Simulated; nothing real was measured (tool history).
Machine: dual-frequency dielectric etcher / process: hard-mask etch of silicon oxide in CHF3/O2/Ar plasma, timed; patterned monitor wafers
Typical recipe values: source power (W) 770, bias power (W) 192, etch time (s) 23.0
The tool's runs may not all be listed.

| run | hour | source power (W) | bias power (W) | etch time (s) | wafers since the last listed run | hours since the last wet clean | hours since the last source power generator calibration | hours since the last bias power generator calibration | hours since the last upper electrode change | hours since the gauge calibration | read-back reference wafer on the same gauge, depth_nm | mean etch depth across the wafer (angstrom) |
|---|---|---|---|---|---|---|---|---|---|---|---|---|
| 1 | 0.0 | 770 | 192 | 23.0 | 0 | 255.5 | 33.3 | 1466.2 | 0.5 | 457.9 | 46.6 | 514 |
| 2 | 7.2 | 820 | 192 | 23.0 | 69 | 262.7 | 40.5 | 1473.4 | 7.7 | 465.1 | 46.6 | 528 |
| 3 | 43.2 | 680 | 156 | 23.0 | 349 | 298.7 | 76.5 | 1509.4 | 43.7 | 501.1 | 46.6 | 458 |
| 4 | 53.4 | 680 | 156 | 23.0 | 99 | 308.9 | 86.7 | 1519.6 | 53.9 | 511.3 | 46.6 | 458 |
| 5 | 69.9 | 820 | 169 | 26.0 | 160 | 325.4 | 103.2 | 1536.1 | 70.4 | 527.8 | 46.6 | 571 |
|  | 76.8 | bias power generator calibrated |
| 6 | 81.5 | 620 | 153 | 16.5 | 73 | 337.0 | 114.8 | 4.7 | 82.0 | 539.4 | 46.6 | 311 |
| 7 | 93.0 | 650 | 160 | 23.0 | 111 | 348.5 | 126.3 | 16.2 | 93.5 | 550.9 | 46.5 | 449 |
| 8 | 110.5 | 770 | 192 | 23.0 | 170 | 366.0 | 143.8 | 33.7 | 111.0 | 568.4 | 46.6 | 513 |
| 9 | 122.8 | 770 | 192 | 23.0 | 119 | 378.3 | 156.1 | 46.0 | 123.3 | 580.7 | 46.6 | 512 |
| 10 | 136.8 | 610 | 170 | 29.5 | 136 | 392.3 | 170.1 | 60.0 | 137.3 | 594.7 | 46.6 | 570 |
| 11 | 151.3 | 770 | 192 | 23.0 | 140 | 406.8 | 184.6 | 74.5 | 151.8 | 609.2 | 46.6 | 514 |
| 12 | 166.1 | 770 | 192 | 23.0 | 143 | 421.6 | 199.4 | 89.3 | 166.6 | 624.0 | 46.6 | 516 |
| 13 | 177.6 | 770 | 229 | 23.0 | 111 | 433.1 | 210.9 | 100.8 | 178.1 | 635.5 | 46.6 | 549 |
|  | 209.5 | wet clean of the chamber |
| 14 | 210.0 | 850 | 178 | 26.0 | 81 | 0.5 | 243.3 | 133.2 | 210.5 | 667.9 | 46.6 | 600 |
| 15 | 210.3 | 880 | 192 | 23.0 | 2 | 0.8 | 243.6 | 133.5 | 210.8 | 668.2 | 46.6 | 554 |
| 16 | 220.2 | 590 | 169 | 28.5 | 96 | 10.7 | 253.5 | 143.4 | 220.7 | 678.1 | 46.6 | 552 |
|  | 231.6 | gauge calibrated |
| 17 | 235.2 | 770 | 192 | 23.0 | 145 | 25.7 | 268.5 | 158.4 | 235.7 | 3.6 | 46.6 | 520 |
| 18 | 242.8 | 770 | 225 | 20.5 | 73 | 33.3 | 276.1 | 166.0 | 243.3 | 11.2 | 46.6 | 490 |
| 19 | 253.8 | 770 | 217 | 29.5 | 106 | 44.3 | 287.1 | 177.0 | 254.3 | 22.2 | 46.6 | 695 |
| 20 | 270.5 | 590 | 192 | 30.0 | 162 | 61.0 | 303.8 | 193.7 | 271.0 | 38.9 | 46.6 | 606 |
| 21 | 280.4 | 770 | 192 | 24.5 | 96 | 70.9 | 313.7 | 203.6 | 280.9 | 48.8 | 46.6 | 552 |
| 22 | 286.5 | 770 | 192 | 23.0 | 59 | 77.0 | 319.8 | 209.7 | 287.0 | 54.9 | 46.6 | 518 |
| 23 | 301.1 | 660 | 163 | 26.5 | 141 | 91.6 | 334.4 | 224.3 | 301.6 | 69.5 | 46.6 | 530 |
| 24 | 311.5 | 600 | 180 | 18.0 | 101 | 102.0 | 344.8 | 234.7 | 312.0 | 79.9 | 46.6 | 358 |
| 25 | 324.8 | 770 | 192 | 23.0 | 129 | 115.3 | 358.1 | 248.0 | 325.3 | 93.2 | 46.6 | 517 |
| 26 | 335.1 | 680 | 156 | 23.0 | 100 | 125.6 | 368.4 | 258.3 | 335.6 | 103.5 | 46.6 | 461 |
| 27 | 347.7 | 920 | 209 | 25.5 | 122 | 138.2 | 381.0 | 270.9 | 348.2 | 116.1 | 46.6 | 639 |
| 28 | 363.8 | 910 | 192 | 23.0 | 156 | 154.3 | 397.1 | 287.0 | 364.3 | 132.2 | 46.6 | 554 |
| 29 | 379.3 | 680 | 192 | 25.0 | 150 | 169.8 | 412.6 | 302.5 | 379.8 | 147.7 | 46.6 | 538 |

Pick out some run-to-run changes in mean etch depth across the wafer (angstrom). Of each, how much would a tool without hidden state show as well, from the settings, what came in and chance, and how much is left for the hidden state and any gauge scatter not in both results compared?
Hidden conditions of the tool in this case: etch rate over this chamber's usual, %; source power that arrives over what is set, %; bias power that arrives over what is set, %; gauge reads high (%).
Run 5 -> 6: source power (W) 820 -> 620, bias power (W) 169 -> 153, etch time (s) 26.0 -> 16.5, bias power generator calibrated. mean etch depth across the wafer (angstrom) -260: hidden state +4, all else -264.
Run 13 -> 14: source power (W) 770 -> 850, bias power (W) 229 -> 178, etch time (s) 23.0 -> 26.0, wet clean of the chamber. mean etch depth across the wafer (angstrom) +51: hidden state +13, all else +38.
Run 18 -> 19: bias power (W) 225 -> 217, etch time (s) 20.5 -> 29.5. mean etch depth across the wafer (angstrom) +205: hidden state -1, all else +206.
